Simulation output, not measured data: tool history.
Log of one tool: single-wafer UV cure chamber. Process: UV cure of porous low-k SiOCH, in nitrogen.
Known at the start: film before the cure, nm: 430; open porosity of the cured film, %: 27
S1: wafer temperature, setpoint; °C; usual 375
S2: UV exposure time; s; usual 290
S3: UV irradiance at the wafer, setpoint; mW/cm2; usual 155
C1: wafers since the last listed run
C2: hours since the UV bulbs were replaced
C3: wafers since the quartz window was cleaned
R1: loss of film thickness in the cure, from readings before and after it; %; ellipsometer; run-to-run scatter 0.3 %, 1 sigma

run	day	S1	S2	S3	C1	C2	C3	R1
1	0.000	375	205	127	0	2862.7	1681	13.802
2	1.096	375	290	155	153	2889.0	1834	16.280
3	2.546	375	290	155	203	2923.8	2038	16.801
4	3.450	375	355	155	126	2945.5	2164	17.811
5	4.042	375	355	155	82	2959.7	2247	17.439
6	5.296	375	415	155	175	2989.8	2423	18.255
7	6.388	375	415	155	153	3016.0	2576	18.351
8	7.225	375	290	155	117	3036.1	2694	16.398
9	8.367	375	290	155	160	3063.5	2854	16.787
10	9.596	375	290	155	172	3093.0	3026	16.331
11	10.738	385	290	155	160	3120.4	3186	16.641
# day 11.229: UV bulbs replaced
12	11.996	385	290	155	129	18.4	3316	16.404
13	13.088	375	290	155	153	44.6	3469	16.412
14	13.638	389	290	155	77	57.8	3546	16.680
# day 14.942: quartz window cleaned
15	15.121	375	290	155	161	93.4	24	16.326
16	16.271	367	290	119	161	121.0	186	14.988
17	17.679	361	420	143	197	154.8	383	18.014
18	18.804	375	205	178	157	181.8	541	15.268
19	20.267	375	290	155	205	216.9	746	16.150
20	21.442	387	370	175	164	245.1	911	18.531
21	25.908	360	430	176	626	352.3	1537	18.524
22	26.708	375	290	173	112	371.5	1649	16.832
23	27.771	362	290	132	149	397.0	1798	15.267
24	29.029	375	290	124	176	427.2	1975	15.548

Hidden state at the last listed run before each entry between runs and at the first one after, where it differs:
In the gap between runs 11 and 12: UV bulbs replaced (day 11.229)
  nothing in the hidden state changes from one run to the other
In the gap between runs 14 and 15: quartz window cleaned (day 14.942)
  nothing in the hidden state changes from one run to the other

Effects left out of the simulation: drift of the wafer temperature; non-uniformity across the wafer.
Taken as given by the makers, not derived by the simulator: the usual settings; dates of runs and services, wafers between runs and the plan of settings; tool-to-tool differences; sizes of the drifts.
